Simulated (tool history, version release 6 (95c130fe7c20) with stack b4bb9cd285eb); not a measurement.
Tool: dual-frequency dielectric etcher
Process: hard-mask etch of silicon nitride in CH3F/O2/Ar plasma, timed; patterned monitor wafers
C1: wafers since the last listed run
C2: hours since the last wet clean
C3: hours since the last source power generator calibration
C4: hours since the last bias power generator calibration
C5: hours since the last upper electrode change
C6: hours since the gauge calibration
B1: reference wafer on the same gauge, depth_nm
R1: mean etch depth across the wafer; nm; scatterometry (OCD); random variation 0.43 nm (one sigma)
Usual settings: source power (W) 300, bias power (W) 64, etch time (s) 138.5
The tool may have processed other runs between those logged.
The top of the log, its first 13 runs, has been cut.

At hour 196.3: gauge calibrated.
Run 14, hour 202.1: usual settings but source power (W) 270, bias power (W) 72, etch time (s) 121.0; C1 60; C2 74.3; C3 52.7; C4 32.1; C5 80.4; C6 5.8; B1 96.9. Result: R1 73.6 nm.
Run 15, hour 215.0: usual settings but bias power (W) 76, etch time (s) 103.0; C1 111; C2 87.2; C3 65.6; C4 45.0; C5 93.3; C6 18.7; B1 96.8. Result: R1 66.8 nm.
Run 16, hour 226.7: usual settings but bias power (W) 52, etch time (s) 127.0; C1 101; C2 98.9; C3 77.3; C4 56.7; C5 105.0; C6 30.4; B1 96.9. Result: R1 70.0 nm.
Run 17, hour 243.9: usual settings but source power (W) 370, bias power (W) 71, etch time (s) 103.0; C1 149; C2 116.1; C3 94.5; C4 73.9; C5 122.2; C6 47.6; B1 96.9. Result: R1 69.3 nm.
Run 18, hour 251.8: usual settings but source power (W) 260, bias power (W) 50, etch time (s) 166.5; C1 68; C2 124.0; C3 102.4; C4 81.8; C5 130.1; C6 55.5; B1 96.9. Result: R1 85.7 nm.
Run 19, hour 259.4: usual settings; C1 65; C2 131.6; C3 110.0; C4 89.4; C5 137.7; C6 63.1; B1 96.7. Result: R1 83.7 nm.
Run 20, hour 267.8: usual settings; C1 72; C2 140.0; C3 118.4; C4 97.8; C5 146.1; C6 71.5; B1 96.8. Result: R1 83.3 nm.
Run 21, hour 284.8: usual settings but source power (W) 250, bias power (W) 54, etch time (s) 174.0; C1 147; C2 157.0; C3 135.4; C4 114.8; C5 163.1; C6 88.5; B1 96.9. Result: R1 92.3 nm.
Run 22, hour 300.3: usual settings; C1 134; C2 172.5; C3 150.9; C4 130.3; C5 178.6; C6 104.0; B1 96.7. Result: R1 83.4 nm.
Run 23, hour 313.0: usual settings but source power (W) 350, bias power (W) 76, etch time (s) 166.5; C1 110; C2 185.2; C3 163.6; C4 143.0; C5 191.3; C6 116.7; B1 97.0. Result: R1 113.4 nm.
Run 24, hour 326.4: usual settings; C1 116; C2 198.6; C3 177.0; C4 156.4; C5 204.7; C6 130.1; B1 96.9. Result: R1 83.9 nm.
Run 25, hour 343.7: usual settings but bias power (W) 54, etch time (s) 116.0; C1 149; C2 215.9; C3 194.3; C4 173.7; C5 222.0; C6 147.4; B1 97.0. Result: R1 65.0 nm.
Run 26, hour 355.1: usual settings but source power (W) 240, bias power (W) 53, etch time (s) 172.0; C1 98; C2 227.3; C3 205.7; C4 185.1; C5 233.4; C6 158.8; B1 96.7. Result: R1 88.3 nm.
Run 27, hour 369.6: usual settings but source power (W) 270, bias power (W) 72, etch time (s) 121.0; C1 125; C2 241.8; C3 220.2; C4 199.6; C5 247.9; C6 173.3; B1 97.1. Result: R1 74.7 nm.
Run 28, hour 378.0: usual settings but etch time (s) 112.5; C1 72; C2 250.2; C3 228.6; C4 208.0; C5 256.3; C6 181.7; B1 97.1. Result: R1 67.8 nm.
Run 29, hour 385.8: usual settings; C1 67; C2 258.0; C3 236.4; C4 215.8; C5 264.1; C6 189.5; B1 97.1. Result: R1 84.8 nm.
Run 30, hour 392.4: usual settings but source power (W) 250, etch time (s) 160.0; C1 57; C2 264.6; C3 243.0; C4 222.4; C5 270.7; C6 196.1; B1 96.8. Result: R1 91.4 nm.
Run 31, hour 407.1: usual settings but source power (W) 380, etch time (s) 108.5; C1 127; C2 279.3; C3 257.7; C4 237.1; C5 285.4; C6 210.8; B1 96.8. Result: R1 70.9 nm.

Consider 3 possible next runs. They are alternatives, not a sequence: every one starts from the tool as it was left by run 31. What does each give?
Run A, hour 407.6: usual settings; C1 4; C2 279.8; C3 258.2; C4 237.6; C5 285.9; C6 211.3; B1 ?. Result: R1 ?.
Run B, hour 407.6: usual settings but bias power (W) 76; C1 4; C2 279.8; C3 258.2; C4 237.6; C5 285.9; C6 211.3; B1 ?. Result: R1 ?.
Run C, hour 407.6: usual settings but source power (W) 350, bias power (W) 53, etch time (s) 153.0; C1 4; C2 279.8; C3 258.2; C4 237.6; C5 285.9; C6 211.3; B1 ?. Result: R1 ?.

run    B1    R1
  A  96.8  84.1
  B  96.8  90.7
  C  96.8  90.1
Without the tool's hidden state the same runs would have given:
run    R1
  A  82.8
  B  89.2
  C  88.7

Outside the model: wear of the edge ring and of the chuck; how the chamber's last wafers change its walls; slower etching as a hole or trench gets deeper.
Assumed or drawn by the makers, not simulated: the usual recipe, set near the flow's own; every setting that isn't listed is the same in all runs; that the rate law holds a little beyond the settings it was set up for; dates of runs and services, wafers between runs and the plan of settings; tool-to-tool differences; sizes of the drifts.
